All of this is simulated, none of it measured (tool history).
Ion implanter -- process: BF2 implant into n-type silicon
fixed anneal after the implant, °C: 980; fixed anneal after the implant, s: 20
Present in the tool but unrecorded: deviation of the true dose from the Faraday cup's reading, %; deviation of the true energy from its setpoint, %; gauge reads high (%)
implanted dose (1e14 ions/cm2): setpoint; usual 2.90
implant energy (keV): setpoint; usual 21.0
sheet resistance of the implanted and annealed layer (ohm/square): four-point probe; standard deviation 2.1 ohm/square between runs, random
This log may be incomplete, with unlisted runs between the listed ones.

run      day  implanted dose (1e14 ions/cm2)  implant energy (keV)  wafers since the last listed run  hours since the last dose calibration  hours since the extraction supply was calibrated  hours since the gauge calibration  read-back reference wafer on the same gauge, sheet resistance  sheet resistance of the implanted and annealed layer (ohm/square)
  1    0.000                            2.90                  25.5                                 0                                  476.4                                            2609.5                              736.2                                                         424.20                                                             423.51
  2    1.708                            2.90                  21.0                               728                                  517.4                                            2650.5                              777.2                                                         424.04                                                             429.66
  3    5.492                            2.90                  21.0                              1614                                  608.2                                            2741.3                              868.0                                                         424.22                                                             428.06
  4    9.842                            3.38                  21.0                              1856                                  712.6                                            2845.7                              972.4                                                         423.83                                                             381.33
  5   12.425                            3.35                  17.5                              1102                                  774.6                                            2907.7                             1034.4                                                         423.72                                                             393.32
  6   15.842                            2.90                  17.0                              1457                                  856.6                                            2989.7                             1116.4                                                         423.89                                                             440.14
  7   17.542                            2.90                  17.0                               725                                  897.4                                            3030.5                             1157.2                                                         424.13                                                             438.95
  8   19.738                            2.90                  21.0                               936                                  950.1                                            3083.2                             1209.9                                                         424.64                                                             424.70
  9   21.442                            2.90                  21.0                               727                                  991.0                                            3124.1                             1250.8                                                         423.81                                                             425.65
 10   28.846                            2.90                  21.0                              3159                                 1168.7                                            3301.8                             1428.5                                                         424.01                                                             424.27
 11   30.438                            2.90                  21.0                               679                                 1206.9                                            3340.0                             1466.7                                                         423.79                                                             424.26
 12   34.200                            2.90                  21.0                              1605                                 1297.2                                            3430.3                             1557.0                                                         423.67                                                             425.28
 13   38.425                            2.90                  21.0                              1802                                 1398.6                                            3531.7                             1658.4                                                         425.18                                                             424.41
 14   40.912                            2.90                  21.0                              1061                                 1458.3                                            3591.4                             1718.1                                                         424.04                                                             424.87
      42.896  -- gauge calibrated
 15   44.854                            2.90                  21.0                              1681                                 1552.9                                            3686.0                               47.0                                                         424.39                                                             424.75
 16   47.246                            2.51                  27.5                              1020                                 1610.3                                            3743.4                              104.4                                                         423.35                                                             469.61
 17   49.150                            3.26                  17.0                               812                                 1656.0                                            3789.1                              150.1                                                         424.07                                                             401.67
 18   52.283                            2.61                  21.0                              1337                                 1731.2                                            3864.3                              225.3                                                         423.95                                                             462.74
 19   56.242                            3.58                  21.0                              1689                                 1826.2                                            3959.3                              320.3                                                         423.11                                                             365.08
 20   60.608                            2.43                  21.0                              1863                                 1931.0                                            4064.1                              425.1                                                         423.42                                                             489.99
 21   64.350                            2.90                  21.0                              1596                                 2020.8                                            4153.9                              514.9                                                         423.91                                                             424.09
 22   70.896                            2.90                  21.0                              2793                                 2177.9                                            4311.0                              672.0                                                         424.19                                                             425.24
 23   73.621                            3.35                  16.5                              1162                                 2243.3                                            4376.4                              737.4                                                         424.35                                                             394.69
 24   77.958                            3.29                  21.0                              1850                                 2347.4                                            4480.5                              841.5                                                         423.35                                                             386.00
      78.329  -- Faraday cup replaced and dose calibrated
      81.062  -- extraction supply calibrated
 25   81.121                            2.90                  24.0                              1064                                   67.0                                               1.4                              917.4                                                         423.50                                                             457.57
 26   84.671                            2.90                  14.0                              1514                                  152.2                                              86.6                             1002.6                                                         424.77                                                             487.69
 27   91.771                            2.22                  21.0                              3029                                  322.6                                             257.0                             1173.0                                                         425.11                                                             569.94
 28   96.025                            2.90                  21.0                              1815                                  424.7                                             359.1                             1275.1                                                         423.94                                                             453.69
 29   97.683                            2.90                  21.0                               707                                  464.5                                             398.9                             1314.9                                                         423.91                                                             453.24
 30  100.412                            2.67                  19.0                              1164                                  530.0                                             464.4                             1380.4                                                         424.17                                                             488.54
 31  104.588                            3.37                  27.5                              1781                                  630.2                                             564.6                             1480.6                                                         424.24                                                             395.57
 32  108.438                            3.25                  21.0                              1642                                  722.6                                             657.0                             1573.0                                                         424.21                                                             411.95
 33  112.138                            2.90                  21.0                              1578                                  811.4                                             745.8                             1661.8                                                         423.79                                                             452.95
     114.004  -- Faraday cup replaced and dose calibrated, repeated, since the last time left the tool worse
 34  114.650                            3.26                  25.5                               929                                   15.5                                             806.1                             1722.1                                                         424.22                                                             391.04
 35  118.454                            3.44                  13.5                              1623                                  106.8                                             897.4                             1813.4                                                         424.20                                                             416.86
     120.304  -- gauge calibrated
 36  122.442                            2.90                  21.0                              1701                                  202.5                                             993.1                               51.3                                                         423.95                                                             433.71
 37  123.958                            2.90                  21.0                               647                                  238.9                                            1029.5                               87.7                                                         423.75                                                             433.98

4 ways to go on from here, each from the tool as it stands after run 37. What would each give?
  A  123.975                            2.90                  21.0                                 7                                  239.3                                            1029.9                               88.1                                                              ?                                                                  ?
  B  123.975                            2.56                  24.0                                 7                                  239.3                                            1029.9                               88.1                                                              ?                                                                  ?
  C  123.975                            2.09                  21.0                                 7                                  239.3                                            1029.9                               88.1                                                              ?                                                                  ?
  D  123.975                            2.59                  23.5                                 7                                  239.3                                            1029.9                               88.1                                                              ?                                                                  ?

run  read-back reference wafer on the same gauge, sheet resistance  sheet resistance of the implanted and annealed layer (ohm/square)
  A                                                         424.45                                                             432.56
  B                                                         424.45                                                             473.64
  C                                                         424.45                                                             566.71
  D                                                         424.45                                                             469.72
Without the tool's unlogged condition, the same runs would have read:
run  sheet resistance of the implanted and annealed layer (ohm/square)
  A                                                             437.23
  B                                                             479.01
  C                                                             573.34
  D                                                             475.03
